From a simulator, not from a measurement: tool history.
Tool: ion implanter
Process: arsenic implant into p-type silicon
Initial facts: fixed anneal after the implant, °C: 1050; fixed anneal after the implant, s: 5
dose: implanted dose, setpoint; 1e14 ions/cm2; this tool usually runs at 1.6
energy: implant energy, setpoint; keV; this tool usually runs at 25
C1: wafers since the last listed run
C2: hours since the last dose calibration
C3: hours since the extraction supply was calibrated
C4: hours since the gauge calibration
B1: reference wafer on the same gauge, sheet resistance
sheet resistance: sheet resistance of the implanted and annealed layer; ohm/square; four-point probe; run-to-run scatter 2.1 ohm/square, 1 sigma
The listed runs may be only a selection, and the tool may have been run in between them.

Run 1, hour 0: usual settings; C1 0; C2 1011.2; C3 4751.9; C4 1782.7; B1 403.36. Result: sheet resistance 484.47 ohm/square.
Run 2, hour 63: usual settings but energy 21 keV; C1 892; C2 1074.2; C3 4814.9; C4 1845.7; B1 402.73. Result: sheet resistance 496.4 ohm/square.
Run 3, hour 91.7: usual settings but energy 21 keV; C1 406; C2 1102.9; C3 4843.6; C4 1874.4; B1 402.89. Result: sheet resistance 497.16 ohm/square.
Run 4, hour 130.1: usual settings; C1 544; C2 1141.3; C3 4882; C4 1912.8; B1 402.87. Result: sheet resistance 481.19 ohm/square.
Run 5, hour 173.7: usual settings; C1 617; C2 1184.9; C3 4925.6; C4 1956.4; B1 402.78. Result: sheet resistance 481.1 ohm/square.
Run 6, hour 230.7: usual settings; C1 807; C2 1241.9; C3 4982.6; C4 2013.4; B1 403.37. Result: sheet resistance 483.26 ohm/square.
Run 7, hour 295.2: usual settings; C1 913; C2 1306.4; C3 5047.1; C4 2077.9; B1 403.39. Result: sheet resistance 484.13 ohm/square.
Run 8, hour 344.4: usual settings; C1 697; C2 1355.6; C3 5096.3; C4 2127.1; B1 403.08. Result: sheet resistance 481.84 ohm/square.
Run 9, hour 395: usual settings; C1 716; C2 1406.2; C3 5146.9; C4 2177.7; B1 403.05. Result: sheet resistance 481.45 ohm/square.
Run 10, hour 460.2: usual settings; C1 923; C2 1471.4; C3 5212.1; C4 2242.9; B1 402.5. Result: sheet resistance 476.91 ohm/square.
Run 11, hour 525.7: usual settings but energy 28.5 keV; C1 928; C2 1536.9; C3 5277.6; C4 2308.4; B1 402.59. Result: sheet resistance 466.27 ohm/square.
At hour 559.6: extraction supply calibrated.
Run 12, hour 583.9: usual settings but energy 28.5 keV; C1 711; C2 1595.1; C3 24.3; C4 2366.6; B1 402.93. Result: sheet resistance 467.45 ohm/square.
Run 13, hour 654.2: usual settings but energy 28.5 keV; C1 996; C2 1665.4; C3 94.6; C4 2436.9; B1 403.11. Result: sheet resistance 467.16 ohm/square.
Run 14, hour 721.8: usual settings; C1 957; C2 1733; C3 162.2; C4 2504.5; B1 403.06. Result: sheet resistance 475.82 ohm/square.
Run 15, hour 777.3: usual settings; C1 786; C2 1788.5; C3 217.7; C4 2560; B1 402.25. Result: sheet resistance 475.49 ohm/square.
Run 16, hour 814.1: usual settings; C1 521; C2 1825.3; C3 254.5; C4 2596.8; B1 402.86. Result: sheet resistance 476.23 ohm/square.
At hour 831.3: Faraday cup replaced and dose calibrated.
At hour 836.9: gauge calibrated.
Run 17, hour 876.6: usual settings; C1 772; C2 45.3; C3 317; C4 39.7; B1 402.81. Result: sheet resistance 482.83 ohm/square.
Run 18, hour 932.6: usual settings but dose 1.4 1e14 ions/cm2; C1 793; C2 101.3; C3 373; C4 95.7; B1 403.07. Result: sheet resistance 534.86 ohm/square.
Run 19, hour 1004.2: usual settings but dose 1.97 1e14 ions/cm2, energy 28.5 keV; C1 1014; C2 172.9; C3 444.6; C4 167.3; B1 402.74. Result: sheet resistance 410.39 ohm/square.
Run 20, hour 1059.8: usual settings but dose 1.19 1e14 ions/cm2, energy 19.5 keV; C1 787; C2 228.5; C3 500.2; C4 222.9; B1 403.37. Result: sheet resistance 624.69 ohm/square.
Run 21, hour 1112.8: usual settings but dose 1.44 1e14 ions/cm2, energy 22.5 keV; C1 750; C2 281.5; C3 553.2; C4 275.9; B1 403.19. Result: sheet resistance 531.91 ohm/square.
Run 22, hour 1147.3: usual settings but dose 1.35 1e14 ions/cm2, energy 21 keV; C1 488; C2 316; C3 587.7; C4 310.4; B1 403.15. Result: sheet resistance 570.23 ohm/square.
Run 23, hour 1184.5: usual settings but dose 1.34 1e14 ions/cm2, energy 20 keV; C1 527; C2 353.2; C3 624.9; C4 347.6; B1 402.92. Result: sheet resistance 570.71 ohm/square.
Run 24, hour 1399.4: usual settings; C1 3044; C2 568.1; C3 839.8; C4 562.5; B1 402.94. Result: sheet resistance 483.79 ohm/square.
Run 25, hour 1452.3: usual settings; C1 749; C2 621; C3 892.7; C4 615.4; B1 402.76. Result: sheet resistance 484.47 ohm/square.
Run 26, hour 1479.9: usual settings but dose 1.44 1e14 ions/cm2, energy 22 keV; C1 391; C2 648.6; C3 920.3; C4 643; B1 402.27. Result: sheet resistance 535.12 ohm/square.
Run 27, hour 1505.3: usual settings but dose 1.36 1e14 ions/cm2, energy 30 keV; C1 359; C2 674; C3 945.7; C4 668.4; B1 403.02. Result: sheet resistance 530.52 ohm/square.
Run 28, hour 1539.5: usual settings but dose 1.78 1e14 ions/cm2, energy 20.5 keV; C1 484; C2 708.2; C3 979.9; C4 702.6; B1 403.25. Result: sheet resistance 460.08 ohm/square.
Run 29, hour 1597.2: usual settings; C1 817; C2 765.9; C3 1037.6; C4 760.3; B1 403.2. Result: sheet resistance 486.62 ohm/square.
Run 30, hour 1661.9: usual settings but dose 1.89 1e14 ions/cm2, energy 20 keV; C1 916; C2 830.6; C3 1102.3; C4 825; B1 402.45. Result: sheet resistance 444.54 ohm/square.
Run 31, hour 1730: usual settings; C1 964; C2 898.7; C3 1170.4; C4 893.1; B1 403.25. Result: sheet resistance 480.84 ohm/square.
Run 32, hour 1780.7: usual settings but dose 1.88 1e14 ions/cm2, energy 20 keV; C1 718; C2 949.4; C3 1221.1; C4 943.8; B1 402.98. Result: sheet resistance 441.67 ohm/square.
Run 33, hour 1806.1: usual settings; C1 359; C2 974.8; C3 1246.5; C4 969.2; B1 403.22. Result: sheet resistance 487.7 ohm/square.
Run 34, hour 1840.7: usual settings but dose 1.91 1e14 ions/cm2; C1 490; C2 1009.4; C3 1281.1; C4 1003.8; B1 403.02. Result: sheet resistance 421.98 ohm/square.
Run 35, hour 1890.1: usual settings but dose 1.47 1e14 ions/cm2, energy 17.5 keV; C1 699; C2 1058.8; C3 1330.5; C4 1053.2; B1 402.96. Result: sheet resistance 541.18 ohm/square.
Run 36, hour 1958.2: usual settings but energy 32 keV; C1 964; C2 1126.9; C3 1398.6; C4 1121.3; B1 402.5. Result: sheet resistance 465.01 ohm/square.
Run 37, hour 2001.9: usual settings; C1 619; C2 1170.6; C3 1442.3; C4 1165; B1 403.19. Result: sheet resistance 481.24 ohm/square.

The same runs without the tool's hidden state, with the same run-to-run variation:
Hidden state at play: deviation of the true dose from the Faraday cup's reading, %; deviation of the true energy from its setpoint, %; gauge reads high (%).
run  sheet resistance
  1             488.3
  2            500.89
  3            501.89
  4            486.04
  5            486.33
  6            489.03
  7            490.53
  8             488.7
  9            488.83
 10            484.91
 11            474.73
 12            476.58
 13             477.1
 14             486.9
 15            487.28
 16            488.52
 17            482.84
 18            534.91
 19            410.49
 20            624.95
 21            532.24
 22            570.68
 23            571.28
 24            485.02
 25            485.94
 26            536.89
 27            532.35
 28            461.93
 29            488.85
 30               447
 31            483.87
 32            444.86
 33            491.32
 34            425.38
 35               546
 36            469.54
 37            486.38

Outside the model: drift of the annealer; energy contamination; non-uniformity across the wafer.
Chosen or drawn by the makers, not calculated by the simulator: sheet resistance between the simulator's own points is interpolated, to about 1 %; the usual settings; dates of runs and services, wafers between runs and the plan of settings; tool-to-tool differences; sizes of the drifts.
